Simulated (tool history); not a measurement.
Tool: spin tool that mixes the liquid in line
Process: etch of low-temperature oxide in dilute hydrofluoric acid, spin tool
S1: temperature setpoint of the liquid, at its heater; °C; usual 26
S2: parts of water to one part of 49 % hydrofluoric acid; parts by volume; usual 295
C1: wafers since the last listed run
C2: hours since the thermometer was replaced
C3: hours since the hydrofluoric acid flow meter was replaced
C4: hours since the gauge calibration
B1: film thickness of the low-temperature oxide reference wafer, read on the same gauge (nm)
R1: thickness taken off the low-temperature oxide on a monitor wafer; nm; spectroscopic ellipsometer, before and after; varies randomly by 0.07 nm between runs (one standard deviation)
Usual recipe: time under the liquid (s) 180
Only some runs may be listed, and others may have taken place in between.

Run 1, hour 0: usual settings but time under the liquid (s) 105; C1 0; C2 2526; C3 644.7; C4 70.4; B1 130. Result: R1 4.42 nm.
Run 2, hour 14.3: usual settings but time under the liquid (s) 105; C1 132; C2 2540.3; C3 659; C4 84.7; B1 130. Result: R1 4.38 nm.
Run 3, hour 26.4: usual settings but time under the liquid (s) 105; C1 111; C2 2552.4; C3 671.1; C4 96.8; B1 130.01. Result: R1 4.37 nm.
Run 4, hour 41.8: usual settings; C1 142; C2 2567.8; C3 686.5; C4 112.2; B1 130.01. Result: R1 7.43 nm.
Run 5, hour 57.6: usual settings; C1 145; C2 2583.6; C3 702.3; C4 128; B1 130.01. Result: R1 7.45 nm.
Run 6, hour 72.7: usual settings; C1 139; C2 2598.7; C3 717.4; C4 143.1; B1 130. Result: R1 7.45 nm.
Run 7, hour 85.9: usual settings; C1 121; C2 2611.9; C3 730.6; C4 156.3; B1 130. Result: R1 7.41 nm.
Run 8, hour 102.2: usual settings but S1 25 °C; C1 150; C2 2628.2; C3 746.9; C4 172.6; B1 130. Result: R1 7.23 nm.
Run 9, hour 110.2: usual settings; C1 73; C2 2636.2; C3 754.9; C4 180.6; B1 130. Result: R1 7.5 nm.
Run 10, hour 127.6: usual settings but S1 28.5 °C, S2 205 parts by volume; C1 160; C2 2653.6; C3 772.3; C4 198; B1 130. Result: R1 12.75 nm.
Run 11, hour 139.1: usual settings but S1 28.5 °C, S2 205 parts by volume; C1 106; C2 2665.1; C3 783.8; C4 209.5; B1 129.99. Result: R1 12.84 nm.
Run 12, hour 154.5: usual settings but S1 28.5 °C, S2 205 parts by volume; C1 142; C2 2680.5; C3 799.2; C4 224.9; B1 130. Result: R1 12.87 nm.
Run 13, hour 166.8: usual settings; C1 113; C2 2692.8; C3 811.5; C4 237.2; B1 129.98. Result: R1 7.23 nm.
At hour 175.4: gauge calibrated.
Run 14, hour 183.7: usual settings but S2 230 parts by volume; C1 156; C2 2709.7; C3 828.4; C4 8.3; B1 130. Result: R1 10.09 nm.
Run 15, hour 193.8: usual settings but S2 380 parts by volume, time under the liquid (s) 265; C1 93; C2 2719.8; C3 838.5; C4 18.4; B1 129.99. Result: R1 7.59 nm.
Run 16, hour 200: usual settings but S1 24 °C; C1 57; C2 2726; C3 844.7; C4 24.6; B1 130.01. Result: R1 6.75 nm.
Run 17, hour 207: usual settings but S1 23.5 °C, time under the liquid (s) 225; C1 64; C2 2733; C3 851.7; C4 31.6; B1 130.02. Result: R1 8.25 nm.
At hour 215.5: thermometer replaced.
At hour 221: hydrofluoric acid flow meter replaced.
Run 18, hour 238.1: usual settings but S2 180 parts by volume, time under the liquid (s) 90; C1 268; C2 22.6; C3 17.1; C4 62.7; B1 129.99. Result: R1 7.91 nm.
Run 19, hour 247.4: usual settings but S1 31 °C, S2 335 parts by volume; C1 85; C2 31.9; C3 26.4; C4 72; B1 129.99. Result: R1 8.49 nm.
Run 20, hour 253.9: usual settings; C1 60; C2 38.4; C3 32.9; C4 78.5; B1 130.01. Result: R1 8.47 nm.
Run 21, hour 261.8: usual settings but S1 30 °C, S2 235 parts by volume, time under the liquid (s) 250; C1 72; C2 46.3; C3 40.8; C4 86.4; B1 129.99. Result: R1 18.01 nm.
Run 22, hour 275.3: usual settings but S2 190 parts by volume; C1 124; C2 59.8; C3 54.3; C4 99.9; B1 129.99. Result: R1 14.68 nm.
Run 23, hour 284.8: usual settings; C1 87; C2 69.3; C3 63.8; C4 109.4; B1 130.01. Result: R1 8.38 nm.
Run 24, hour 294.8: usual settings but S1 21.5 °C, S2 370 parts by volume, time under the liquid (s) 215; C1 92; C2 79.3; C3 73.8; C4 119.4; B1 129.99. Result: R1 6.41 nm.

The logged runs with the hidden state left out (each run's random variation unchanged):
Hidden state present: liquid colder than its thermometer reads (K); hydrofluoric acid flow below the setpoint (%); gauge reads high (%).
run     R1
  1   5.16
  2   5.13
  3   5.13
  4   8.75
  5   8.81
  6   8.84
  7   8.82
  8   8.63
  9   8.98
 10   15.2
 11  15.34
 12  15.43
 13   8.77
 14  12.19
 15   9.35
 16   8.24
 17  10.07
 18    8.2
 19   8.85
 20   8.83
 21   18.8
 22  15.33
 23    8.8
 24   6.75
